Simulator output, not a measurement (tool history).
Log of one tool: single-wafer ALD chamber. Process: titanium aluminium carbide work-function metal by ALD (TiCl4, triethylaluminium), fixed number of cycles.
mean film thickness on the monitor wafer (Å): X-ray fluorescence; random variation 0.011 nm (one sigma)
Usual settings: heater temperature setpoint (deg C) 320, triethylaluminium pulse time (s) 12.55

run,day,heater temperature setpoint (deg C),triethylaluminium pulse time (s),"read-back reference wafer on the same gauge, thickness_nm",mean film thickness on the monitor wafer (Å)
1,0.000,320,12.55,2.281,21.64
2,1.196,320,12.55,2.281,21.52
3,2.471,320,12.55,2.279,21.59
4,4.258,320,12.55,2.282,21.40
5,6.488,320,12.55,2.280,21.60
6,8.246,327,10.33,2.279,21.69
7,10.083,327,10.33,2.278,21.60
8,11.400,320,12.55,2.279,21.41
9,12.929,320,12.55,2.283,21.63
10,14.621,320,12.55,2.281,21.59
11,15.688,320,15.63,2.279,21.95
12,17.921,320,15.63,2.281,21.90
13,20.388,320,15.63,2.282,21.84
14,22.558,320,12.55,2.281,21.58
15,24.371,320,12.55,2.280,22.35
16,25.717,320,12.55,2.282,22.42
17,28.412,325,11.18,2.280,22.21
18,29.517,327,10.26,2.281,22.51
19,30.925,310,9.60,2.281,20.79
20,39.096,320,16.61,2.279,22.31
21,40.362,306,8.12,2.279,19.92
22,48.638,320,15.61,2.280,22.05
23,50.862,315,16.41,2.281,21.82
24,51.921,331,12.55,2.280,22.90
25,54.575,320,10.25,2.280,21.45
26,56.671,320,12.55,2.279,21.86
27,59.258,305,10.53,2.276,20.06
28,60.462,333,8.33,2.279,21.80
29,62.183,320,12.55,2.280,21.78
30,64.358,308,9.04,2.280,19.87
31,65.688,309,10.46,2.280,20.33
32,67.146,320,12.55,2.282,21.75

Taken out of this log: 4 entries between the listed runs. Where each belongs, and how the hidden state differs across it:
Between runs 11 and 12: gauge calibrated (day 17.521)
  triethylaluminium dose above that of a fresh bottle (%): -36.6 -> -36.7
  measured less the result without the state, mean film thickness on the monitor wafer (Å): -0.44 -> -0.44
Between runs 13 and 14: showerhead replaced (day 22.154)
  triethylaluminium dose above that of a fresh bottle (%): -36.9 -> -37
  measured less the result without the state, mean film thickness on the monitor wafer (Å): -0.44 -> -0.74
Between runs 14 and 15: thermocouple changed; heater temperature recalibrated (day 23.367); triethylaluminium bottle replaced (day 23.654)
  triethylaluminium dose above that of a fresh bottle (%): -37 -> -1.9
  measured less the result without the state, mean film thickness on the monitor wafer (Å): -0.74 -> -0.02
